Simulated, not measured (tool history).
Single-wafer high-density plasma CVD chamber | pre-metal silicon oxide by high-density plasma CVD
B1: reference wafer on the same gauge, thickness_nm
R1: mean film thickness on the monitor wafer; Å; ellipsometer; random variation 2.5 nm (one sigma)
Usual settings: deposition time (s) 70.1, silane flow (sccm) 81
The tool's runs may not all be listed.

run 1 hour=0 | deposition_time_(s)=70.1 silane_flow_(sccm)=81 | B1=530.979 | R1=5609.4
run 2 hour=49.3 | deposition_time_(s)=70.1 silane_flow_(sccm)=81 | B1=530.601 | R1=5634.09
run 3 hour=109.7 | deposition_time_(s)=70.1 silane_flow_(sccm)=81 | B1=530.297 | R1=5610.88
run 4 hour=199.3 | deposition_time_(s)=70.1 silane_flow_(sccm)=81 | B1=531.203 | R1=5624.68
run 5 hour=292.2 | deposition_time_(s)=70.1 silane_flow_(sccm)=81 | B1=529.712 | R1=5646.78
run 6 hour=371.2 | deposition_time_(s)=70.1 silane_flow_(sccm)=81 | B1=529.038 | R1=5605.24
run 7 hour=429.7 | deposition_time_(s)=64.7 silane_flow_(sccm)=81 | B1=529.119 | R1=5160.77
run 8 hour=486.3 | deposition_time_(s)=64.7 silane_flow_(sccm)=81 | B1=530.273 | R1=5193.97
run 9 hour=585.7 | deposition_time_(s)=64.7 silane_flow_(sccm)=81 | B1=530.537 | R1=5146.97
run 10 hour=675.4 | deposition_time_(s)=65.9 silane_flow_(sccm)=81 | B1=529.718 | R1=5189.63
run 11 hour=730.6 | deposition_time_(s)=65.9 silane_flow_(sccm)=81 | B1=529.664 | R1=5250.05
run 12 hour=837 | deposition_time_(s)=70.1 silane_flow_(sccm)=81 | B1=529.964 | R1=5546.14
run 13 hour=913 | deposition_time_(s)=70.1 silane_flow_(sccm)=81 | B1=530.489 | R1=5556.76
run 14 hour=988.4 | deposition_time_(s)=62.6 silane_flow_(sccm)=81 | B1=529.941 | R1=4966.57
run 15 hour=1062 | deposition_time_(s)=62.6 silane_flow_(sccm)=81 | B1=529.662 | R1=4964.5
run 16 hour=1130.1 | deposition_time_(s)=62.6 silane_flow_(sccm)=81 | B1=529.942 | R1=4937.88
run 17 hour=1222.5 | deposition_time_(s)=70.1 silane_flow_(sccm)=81 | B1=529.685 | R1=5546.89
run 18 hour=1311.4 | deposition_time_(s)=70.1 silane_flow_(sccm)=81 | B1=530.281 | R1=5521.07
run 19 hour=1380 | deposition_time_(s)=70.1 silane_flow_(sccm)=81 | B1=529.82 | R1=5523.45
-- hour=1427.8 gauge calibrated
run 20 hour=1612.6 | deposition_time_(s)=74.1 silane_flow_(sccm)=81 | B1=529.751 | R1=5862.44
run 21 hour=1681.8 | deposition_time_(s)=77.9 silane_flow_(sccm)=74 | B1=529.552 | R1=5618.67
run 22 hour=1759.5 | deposition_time_(s)=81.5 silane_flow_(sccm)=94 | B1=531.024 | R1=7409.01
run 23 hour=1845.4 | deposition_time_(s)=70.1 silane_flow_(sccm)=81 | B1=530.478 | R1=5492.45
run 24 hour=1918.5 | deposition_time_(s)=70.1 silane_flow_(sccm)=81 | B1=529.512 | R1=5486.81
-- hour=1928.6 silane flow controller replaced
run 25 hour=2003.7 | deposition_time_(s)=70.1 silane_flow_(sccm)=81 | B1=530.361 | R1=5850.75
run 26 hour=2088.4 | deposition_time_(s)=70.1 silane_flow_(sccm)=81 | B1=530.365 | R1=5861.79
run 27 hour=2159.5 | deposition_time_(s)=70.1 silane_flow_(sccm)=81 | B1=529.817 | R1=5907.01
run 28 hour=2234.9 | deposition_time_(s)=56.4 silane_flow_(sccm)=66 | B1=529.956 | R1=3823.75
run 29 hour=2287.2 | deposition_time_(s)=70.1 silane_flow_(sccm)=81 | B1=529.748 | R1=5851.25
run 30 hour=2367.2 | deposition_time_(s)=78.9 silane_flow_(sccm)=67 | B1=530.425 | R1=5458.5
run 31 hour=2441.6 | deposition_time_(s)=78.6 silane_flow_(sccm)=94 | B1=529.387 | R1=7606.72
run 32 hour=2537.9 | deposition_time_(s)=61.4 silane_flow_(sccm)=66 | B1=530.056 | R1=4201.35
run 33 hour=2596.3 | deposition_time_(s)=70.1 silane_flow_(sccm)=81 | B1=530.529 | R1=5817.74
-- hour=2619.6 silane flow controller replaced, repeated, since the last time left the tool worse
run 34 hour=2666.5 | deposition_time_(s)=70.1 silane_flow_(sccm)=92 | B1=529.159 | R1=6459.04
run 35 hour=2733.8 | deposition_time_(s)=56.2 silane_flow_(sccm)=95 | B1=529.539 | R1=5330.89
run 36 hour=2782.8 | deposition_time_(s)=83.1 silane_flow_(sccm)=81 | B1=529.582 | R1=6748.59
run 37 hour=2864.8 | deposition_time_(s)=60.6 silane_flow_(sccm)=81 | B1=529.833 | R1=4949.22
run 38 hour=2972.7 | deposition_time_(s)=70.1 silane_flow_(sccm)=96 | B1=529.988 | R1=6731.11
run 39 hour=3033.4 | deposition_time_(s)=61.4 silane_flow_(sccm)=66 | B1=529.123 | R1=4024.6

3 ways to go on from here, each from the tool as it stands after run 39. What would each give?
run A hour=3033.8 | deposition_time_(s)=78.4 silane_flow_(sccm)=81 | B1=? | R1=?
run B hour=3033.8 | deposition_time_(s)=81.5 silane_flow_(sccm)=67 | B1=? | R1=?
run C hour=3033.8 | deposition_time_(s)=79.5 silane_flow_(sccm)=69 | B1=? | R1=?

run=A B1=530.762 R1=6299.71
run=B B1=530.762 R1=5416.91
run=C B1=530.762 R1=5441.71
Without the tool's hidden state the same runs would have given:
run=A R1=6280.51
run=B R1=5400.41
run=C R1=5425.13

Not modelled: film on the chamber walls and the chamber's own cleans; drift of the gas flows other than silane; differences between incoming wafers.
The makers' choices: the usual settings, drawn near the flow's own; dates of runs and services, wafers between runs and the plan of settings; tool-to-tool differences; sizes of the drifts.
